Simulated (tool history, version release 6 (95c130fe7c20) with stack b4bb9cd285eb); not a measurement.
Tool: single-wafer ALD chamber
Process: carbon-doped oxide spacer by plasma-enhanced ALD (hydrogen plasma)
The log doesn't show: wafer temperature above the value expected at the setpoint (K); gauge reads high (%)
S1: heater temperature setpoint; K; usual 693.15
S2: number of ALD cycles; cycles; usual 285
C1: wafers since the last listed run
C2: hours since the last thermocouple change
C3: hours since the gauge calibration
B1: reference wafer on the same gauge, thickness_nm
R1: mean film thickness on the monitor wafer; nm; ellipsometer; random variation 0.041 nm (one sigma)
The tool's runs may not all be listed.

| run | hour | S1 | S2 | C1 | C2 | C3 | B1 | R1 |
|---|---|---|---|---|---|---|---|---|
| 1 | 0.0 | 693.15 | 323 | 0 | 394.5 | 984.0 | 14.508 | 14.934 |
| 2 | 88.4 | 693.15 | 323 | 102 | 482.9 | 1072.4 | 14.518 | 14.858 |
| 3 | 171.6 | 693.15 | 285 | 96 | 566.1 | 1155.6 | 14.513 | 13.068 |
| 4 | 222.6 | 693.15 | 285 | 58 | 617.1 | 1206.6 | 14.533 | 13.135 |
| 5 | 288.4 | 693.15 | 285 | 76 | 682.9 | 1272.4 | 14.486 | 13.062 |
| 6 | 445.2 | 693.15 | 241 | 181 | 839.7 | 1429.2 | 14.514 | 11.066 |
| 7 | 485.5 | 693.15 | 262 | 46 | 880.0 | 1469.5 | 14.514 | 11.950 |
| 8 | 559.7 | 693.15 | 262 | 85 | 954.2 | 1543.7 | 14.493 | 11.894 |
|  | 607.0 | gauge calibrated |
| 9 | 612.0 | 693.15 | 285 | 60 | 1006.5 | 5.0 | 14.501 | 12.946 |
| 10 | 648.2 | 693.15 | 285 | 41 | 1042.7 | 41.2 | 14.511 | 12.994 |
| 11 | 722.2 | 693.15 | 285 | 85 | 1116.7 | 115.2 | 14.511 | 12.903 |
| 12 | 793.3 | 693.15 | 242 | 82 | 1187.8 | 186.3 | 14.496 | 10.971 |
| 13 | 836.8 | 686.15 | 317 | 50 | 1231.3 | 229.8 | 14.510 | 14.698 |
|  | 910.1 | thermocouple changed; heater temperature recalibrated |
| 14 | 938.6 | 686.15 | 317 | 108 | 28.5 | 331.6 | 14.520 | 14.978 |
| 15 | 1012.3 | 688.15 | 241 | 85 | 102.2 | 405.3 | 14.514 | 11.366 |
| 16 | 1055.1 | 683.15 | 317 | 49 | 145.0 | 448.1 | 14.494 | 15.129 |
| 17 | 1093.2 | 681.15 | 311 | 44 | 183.1 | 486.2 | 14.496 | 14.954 |
| 18 | 1158.7 | 706.15 | 232 | 75 | 248.6 | 551.7 | 14.490 | 10.205 |
| 19 | 1222.4 | 701.15 | 326 | 73 | 312.3 | 615.4 | 14.504 | 14.618 |
| 20 | 1300.3 | 693.15 | 243 | 90 | 390.2 | 693.3 | 14.483 | 11.171 |
| 21 | 1365.7 | 686.15 | 333 | 75 | 455.6 | 758.7 | 14.506 | 15.668 |
| 22 | 1440.5 | 703.15 | 260 | 86 | 530.4 | 833.5 | 14.484 | 11.487 |
| 23 | 1493.7 | 682.15 | 285 | 61 | 583.6 | 886.7 | 14.505 | 13.598 |
| 24 | 1583.8 | 693.15 | 285 | 104 | 673.7 | 976.8 | 14.483 | 13.044 |
| 25 | 1688.7 | 693.15 | 309 | 121 | 778.6 | 1081.7 | 14.492 | 14.116 |
| 26 | 1733.6 | 688.15 | 314 | 51 | 823.5 | 1126.6 | 14.509 | 14.619 |
| 27 | 1838.8 | 693.15 | 323 | 121 | 928.7 | 1231.8 | 14.467 | 14.714 |
|  | 1903.3 | gauge calibrated |
| 28 | 1912.5 | 693.15 | 285 | 85 | 1002.4 | 9.2 | 14.498 | 12.903 |

The same runs without the tool's hidden state, with the same run-to-run variation:
| run | R1 |
|---|---|
| 1 | 14.936 |
| 2 | 14.877 |
| 3 | 13.103 |
| 4 | 13.182 |
| 5 | 13.126 |
| 6 | 11.160 |
| 7 | 12.065 |
| 8 | 12.033 |
| 9 | 13.118 |
| 10 | 13.181 |
| 11 | 13.122 |
| 12 | 11.185 |
| 13 | 15.001 |
| 14 | 14.984 |
| 15 | 11.372 |
| 16 | 15.140 |
| 17 | 14.967 |
| 18 | 10.219 |
| 19 | 14.646 |
| 20 | 11.201 |
| 21 | 15.722 |
| 22 | 11.543 |
| 23 | 13.671 |
| 24 | 13.139 |
| 25 | 14.252 |
| 26 | 14.773 |
| 27 | 14.914 |
| 28 | 13.107 |

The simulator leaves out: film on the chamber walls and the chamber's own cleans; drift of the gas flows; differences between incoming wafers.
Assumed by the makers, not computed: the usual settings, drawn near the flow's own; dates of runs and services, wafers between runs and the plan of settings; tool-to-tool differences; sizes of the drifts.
